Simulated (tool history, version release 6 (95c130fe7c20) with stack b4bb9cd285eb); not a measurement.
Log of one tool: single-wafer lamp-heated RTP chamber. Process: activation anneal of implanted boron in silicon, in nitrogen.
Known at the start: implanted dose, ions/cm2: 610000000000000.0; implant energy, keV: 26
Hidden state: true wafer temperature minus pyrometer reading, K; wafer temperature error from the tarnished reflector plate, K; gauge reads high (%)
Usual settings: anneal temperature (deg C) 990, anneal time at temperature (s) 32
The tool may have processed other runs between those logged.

run    day  anneal temperature (deg C)  anneal time at temperature (s)  wafers since the last listed run  wafers since the last pyrometer calibration  wafers since the reflector plate was cleaned  hours since the gauge calibration  read-back reference wafer on the same gauge, sheet resistance  sheet resistance of the implanted and annealed layer (ohm/square)
  1  0.000                         974                              32                                 0                                         3130                                           429                              299.1                                                         174.99                                                             210.50
     0.533  -- pyrometer window cleaned and pyrometer calibrated
  2  0.567                         974                              32                                73                                           10                                           503                              312.7                                                         174.66                                                             210.15
  3  0.883                         974                              32                               100                                          111                                           603                              320.3                                                         175.14                                                             210.29
  4  1.471                         990                              32                               186                                          297                                           789                              334.4                                                         174.75                                                             198.53
  5  2.138                         990                              32                               211                                          508                                          1000                              350.4                                                         175.13                                                             199.80
  6  2.475                         973                              38                               106                                          615                                          1107                              358.5                                                         175.05                                                             208.19
  7  3.896                         973                              38                               449                                         1064                                          1557                              392.6                                                         174.74                                                             207.63
  8  4.642                         990                              32                               236                                         1301                                          1793                              410.5                                                         175.37                                                             198.97
  9  4.929                         990                              32                                91                                         1392                                          1884                              417.4                                                         175.23                                                             199.00
 10  5.300                         990                              32                               117                                         1509                                          2001                              426.3                                                         174.76                                                             199.33
 11  5.942                         990                              32                               203                                         1712                                          2204                              441.7                                                         175.19                                                             199.36
 12  6.238                         990                              21                                93                                         1806                                          2298                              448.8                                                         175.18                                                             201.53
 13  6.604                         990                              21                               116                                         1922                                          2414                              457.6                                                         174.89                                                             201.14
     6.704  -- gauge calibrated
 14  7.333                         990                              32                               230                                         2153                                          2645                               15.1                                                         174.88                                                             198.17
 15  7.900                         990                              32                               179                                         2332                                          2824                               28.7                                                         174.84                                                             199.26
 16  8.342                         990                              32                               139                                         2472                                          2964                               39.3                                                         175.18                                                             198.36
 17  8.746                         990                              32                               127                                         2600                                          3092                               49.0                                                         175.13                                                             198.17
 18  9.362                         990                              32                               195                                         2795                                          3288                               63.8                                                         174.86                                                             199.08
 19  9.783                         990                              14                               133                                         2928                                          3421                               73.9                                                         174.69                                                             203.01

Run 20 is up next; what results do you expect?
 20  10.125                         974                              32                               108                                         3037                                          3529                               82.1                                                              ?                                                                  ?

read-back reference wafer on the same gauge, sheet resistance: 175.12
sheet resistance of the implanted and annealed layer (ohm/square): 206.88
On a tool with no hidden condition, and with the same random variation, this run would have come out at sheet resistance of the implanted and annealed layer (ohm/square) 211.24.
